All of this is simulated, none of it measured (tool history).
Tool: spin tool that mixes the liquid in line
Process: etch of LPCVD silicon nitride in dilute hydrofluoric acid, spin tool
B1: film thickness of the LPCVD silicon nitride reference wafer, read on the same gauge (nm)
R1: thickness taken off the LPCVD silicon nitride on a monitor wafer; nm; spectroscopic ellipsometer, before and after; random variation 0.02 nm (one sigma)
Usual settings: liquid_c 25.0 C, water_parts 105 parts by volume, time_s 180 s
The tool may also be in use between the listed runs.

{"run": 1, "hour": 0.0, "liquid_c": 25.0, "water_parts": 105, "time_s": 180, "B1": 109.987, "R1": 0.96}
{"run": 2, "hour": 31.9, "liquid_c": 25.0, "water_parts": 105, "time_s": 180, "B1": 110.022, "R1": 0.986}
{"run": 3, "hour": 48.1, "liquid_c": 23.5, "water_parts": 105, "time_s": 180, "B1": 109.972, "R1": 0.856}
{"run": 4, "hour": 63.2, "liquid_c": 23.5, "water_parts": 105, "time_s": 180, "B1": 110.035, "R1": 0.898}
{"run": 5, "hour": 76.6, "liquid_c": 25.0, "water_parts": 115, "time_s": 180, "B1": 110.007, "R1": 0.885}
{"run": 6, "hour": 104.0, "liquid_c": 25.0, "water_parts": 115, "time_s": 180, "B1": 109.993, "R1": 0.874}
{"run": 7, "hour": 139.5, "liquid_c": 25.0, "water_parts": 115, "time_s": 180, "B1": 109.983, "R1": 0.868}
{"hour": 147.8, "done": "gauge calibrated"}
{"run": 8, "hour": 172.6, "liquid_c": 25.0, "water_parts": 105, "time_s": 180, "B1": 109.983, "R1": 0.963}
{"run": 9, "hour": 205.3, "liquid_c": 25.0, "water_parts": 105, "time_s": 180, "B1": 110.021, "R1": 0.954}
{"run": 10, "hour": 221.8, "liquid_c": 25.0, "water_parts": 150, "time_s": 100, "B1": 109.976, "R1": 0.383}
{"run": 11, "hour": 268.2, "liquid_c": 25.0, "water_parts": 105, "time_s": 180, "B1": 110.0, "R1": 0.989}
{"run": 12, "hour": 300.7, "liquid_c": 22.0, "water_parts": 80, "time_s": 80, "B1": 110.02, "R1": 0.469}
{"run": 13, "hour": 335.0, "liquid_c": 25.0, "water_parts": 150, "time_s": 100, "B1": 110.036, "R1": 0.375}
{"run": 14, "hour": 364.6, "liquid_c": 21.0, "water_parts": 145, "time_s": 110, "B1": 110.053, "R1": 0.341}
{"run": 15, "hour": 395.2, "liquid_c": 25.0, "water_parts": 60, "time_s": 280, "B1": 109.996, "R1": 2.593}
{"run": 16, "hour": 412.8, "liquid_c": 22.0, "water_parts": 60, "time_s": 180, "B1": 110.022, "R1": 1.466}
{"run": 17, "hour": 438.7, "liquid_c": 25.0, "water_parts": 105, "time_s": 180, "B1": 109.995, "R1": 0.958}
{"hour": 452.2, "done": "thermometer replaced"}
{"run": 18, "hour": 464.8, "liquid_c": 25.0, "water_parts": 80, "time_s": 215, "B1": 110.014, "R1": 1.271}
{"hour": 487.1, "done": "hydrofluoric acid flow meter replaced"}
{"run": 19, "hour": 492.7, "liquid_c": 25.0, "water_parts": 60, "time_s": 180, "B1": 110.045, "R1": 1.634}
{"run": 20, "hour": 505.8, "liquid_c": 22.5, "water_parts": 120, "time_s": 280, "B1": 110.01, "R1": 1.077}
{"run": 21, "hour": 527.0, "liquid_c": 25.0, "water_parts": 105, "time_s": 110, "B1": 110.014, "R1": 0.57}
{"run": 22, "hour": 541.6, "liquid_c": 25.0, "water_parts": 105, "time_s": 225, "B1": 109.962, "R1": 1.178}
{"run": 23, "hour": 562.3, "liquid_c": 25.0, "water_parts": 105, "time_s": 130, "B1": 109.996, "R1": 0.688}
{"run": 24, "hour": 592.7, "liquid_c": 25.0, "water_parts": 105, "time_s": 180, "B1": 110.019, "R1": 0.925}
{"run": 25, "hour": 611.2, "liquid_c": 25.0, "water_parts": 90, "time_s": 215, "B1": 109.94, "R1": 1.284}
{"run": 26, "hour": 624.3, "liquid_c": 29.0, "water_parts": 130, "time_s": 80, "B1": 110.012, "R1": 0.415}
{"run": 27, "hour": 644.2, "liquid_c": 25.0, "water_parts": 150, "time_s": 180, "B1": 110.015, "R1": 0.634}
{"run": 28, "hour": 662.2, "liquid_c": 22.5, "water_parts": 105, "time_s": 180, "B1": 109.97, "R1": 0.789}
{"run": 29, "hour": 688.9, "liquid_c": 27.0, "water_parts": 140, "time_s": 270, "B1": 109.981, "R1": 1.193}
{"run": 30, "hour": 724.8, "liquid_c": 29.0, "water_parts": 105, "time_s": 225, "B1": 109.993, "R1": 1.458}
{"run": 31, "hour": 740.7, "liquid_c": 27.0, "water_parts": 105, "time_s": 245, "B1": 109.965, "R1": 1.435}

Forecast each of these 5 alternatives for the next run:
{"run": "A", "hour": 741.2, "liquid_c": 25.0, "water_parts": 105, "time_s": 180, "B1": "?", "R1": "?"}
{"run": "B", "hour": 741.2, "liquid_c": 23.5, "water_parts": 60, "time_s": 75, "B1": "?", "R1": "?"}
{"run": "C", "hour": 741.2, "liquid_c": 22.5, "water_parts": 105, "time_s": 100, "B1": "?", "R1": "?"}
{"run": "D", "hour": 741.2, "liquid_c": 25.0, "water_parts": 90, "time_s": 245, "B1": "?", "R1": "?"}
{"run": "E", "hour": 741.2, "liquid_c": 25.0, "water_parts": 125, "time_s": 180, "B1": "?", "R1": "?"}

run=A B1=110.003 R1=0.938
run=B B1=110.003 R1=0.615
run=C B1=110.003 R1=0.443
run=D B1=110.003 R1=1.488
run=E B1=110.003 R1=0.789
Without the tool's hidden state the same runs would have given:
run=A R1=0.926
run=B R1=0.606
run=C R1=0.436
run=D R1=1.468
run=E R1=0.779
